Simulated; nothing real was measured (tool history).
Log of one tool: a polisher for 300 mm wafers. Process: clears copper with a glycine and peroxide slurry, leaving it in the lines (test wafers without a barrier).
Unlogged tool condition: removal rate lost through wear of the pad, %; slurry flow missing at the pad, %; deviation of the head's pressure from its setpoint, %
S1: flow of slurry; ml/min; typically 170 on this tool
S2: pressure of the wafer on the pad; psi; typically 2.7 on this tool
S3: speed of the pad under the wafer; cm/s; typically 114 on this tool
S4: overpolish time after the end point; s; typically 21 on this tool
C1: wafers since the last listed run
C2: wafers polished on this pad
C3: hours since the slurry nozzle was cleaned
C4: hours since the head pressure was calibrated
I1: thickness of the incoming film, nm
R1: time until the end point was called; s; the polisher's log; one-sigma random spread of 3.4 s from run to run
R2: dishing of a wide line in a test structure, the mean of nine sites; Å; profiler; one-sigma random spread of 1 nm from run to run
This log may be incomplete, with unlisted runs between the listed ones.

Run 1, hour 0: usual settings; C1 0; C2 1823; C3 421.3; C4 624.4; I1 945.8. Result: R1 208 s, R2 656 Å.
At hour 8.3: head pressure recalibrated.
At hour 69.7: slurry nozzle cleaned.
Run 2, hour 92: usual settings but S4 11 s; C1 661; C2 2484; C3 22.3; C4 83.7; I1 930.2. Result: R1 209.7 s, R2 374 Å.
Run 3, hour 131.9: usual settings but S4 11 s; C1 296; C2 2780; C3 62.2; C4 123.6; I1 936.6. Result: R1 212.3 s, R2 362 Å.
Run 4, hour 196: usual settings; C1 476; C2 3256; C3 126.3; C4 187.7; I1 944. Result: R1 214.7 s, R2 645 Å.
At hour 202.4: worn pad replaced by a new one.
Run 5, hour 288.4: usual settings; C1 656; C2 638; C3 218.7; C4 280.1; I1 935.7. Result: R1 199 s, R2 669 Å.
Run 6, hour 372.4: usual settings; C1 623; C2 1262; C3 302.7; C4 364.1; I1 935.4. Result: R1 194 s, R2 662 Å.
At hour 503.8: slurry nozzle cleaned.
At hour 546.2: head pressure recalibrated.
Run 7, hour 591.3: usual settings; C1 1603; C2 2866; C3 87.5; C4 45.1; I1 935.8. Result: R1 212 s, R2 620 Å.
Run 8, hour 685.7: usual settings; C1 701; C2 3567; C3 181.9; C4 139.5; I1 920.6. Result: R1 208.6 s, R2 623 Å.
At hour 694: worn pad replaced by a new one.
Run 9, hour 765.9: usual settings; C1 565; C2 534; C3 262.1; C4 219.7; I1 924.6. Result: R1 195.3 s, R2 659 Å.
Run 10, hour 849.9: usual settings; C1 623; C2 1158; C3 346.1; C4 303.7; I1 934.3. Result: R1 204.3 s, R2 643 Å.
Run 11, hour 940.2: usual settings but S1 125 ml/min; C1 670; C2 1828; C3 436.4; C4 394; I1 948.6. Result: R1 225 s, R2 608 Å.
Run 12, hour 979.2: usual settings but S4 25 s; C1 289; C2 2118; C3 475.4; C4 433; I1 942.1. Result: R1 211.3 s, R2 737 Å.
At hour 982: slurry nozzle cleaned.
At hour 1063.3: head pressure recalibrated.
Run 13, hour 1080.7: usual settings but S1 150 ml/min, S4 25 s; C1 731; C2 2850; C3 98.7; C4 17.4; I1 927.3. Result: R1 227.8 s, R2 670 Å.
At hour 1125.7: worn pad replaced by a new one.
Run 14, hour 1164.9: usual settings but S1 150 ml/min, S4 25 s; C1 595; C2 291; C3 182.9; C4 101.6; I1 936.7. Result: R1 199.1 s, R2 729 Å.
Run 15, hour 1271: usual settings but S1 150 ml/min, S4 25 s; C1 788; C2 1079; C3 289; C4 207.7; I1 928. Result: R1 209.6 s, R2 724 Å.
Run 16, hour 1366.5: usual settings; C1 709; C2 1788; C3 384.5; C4 303.2; I1 950. Result: R1 209.9 s, R2 633 Å.
Run 17, hour 1403.9: usual settings but S1 215 ml/min, S2 3 psi, S3 140 cm/s; C1 277; C2 2066; C3 421.9; C4 340.6; I1 952.9. Result: R1 167 s, R2 776 Å.
At hour 1432.3: slurry nozzle cleaned.
Run 18, hour 1476.3: usual settings but S1 140 ml/min, S2 1.9 psi; C1 530; C2 2596; C3 44; C4 413; I1 949.5. Result: R1 257.9 s, R2 538 Å.
Run 19, hour 1517: usual settings but S3 96 cm/s; C1 302; C2 2899; C3 84.7; C4 453.7; I1 937.4. Result: R1 232.6 s, R2 576 Å.
At hour 1582.9: worn pad replaced by a new one.
Run 20, hour 1583.4: usual settings; C1 463; C2 3; C3 151.1; C4 520.1; I1 931.8. Result: R1 185.4 s, R2 675 Å.

Run 21 has not been measured yet. What should we expect?
At hour 1596.9: head pressure recalibrated.
Run 21, hour 1643.6: usual settings; C1 432; C2 436; C3 211.3; C4 46.7; I1 915.8. Result: R1 ?, R2 ?.

{"run 21": {"R1": 198.1, "R2": 647}}
If the tool had no hidden condition, the same run with the same run-to-run variation would have returned R1 192.2 s, R2 661 Å.
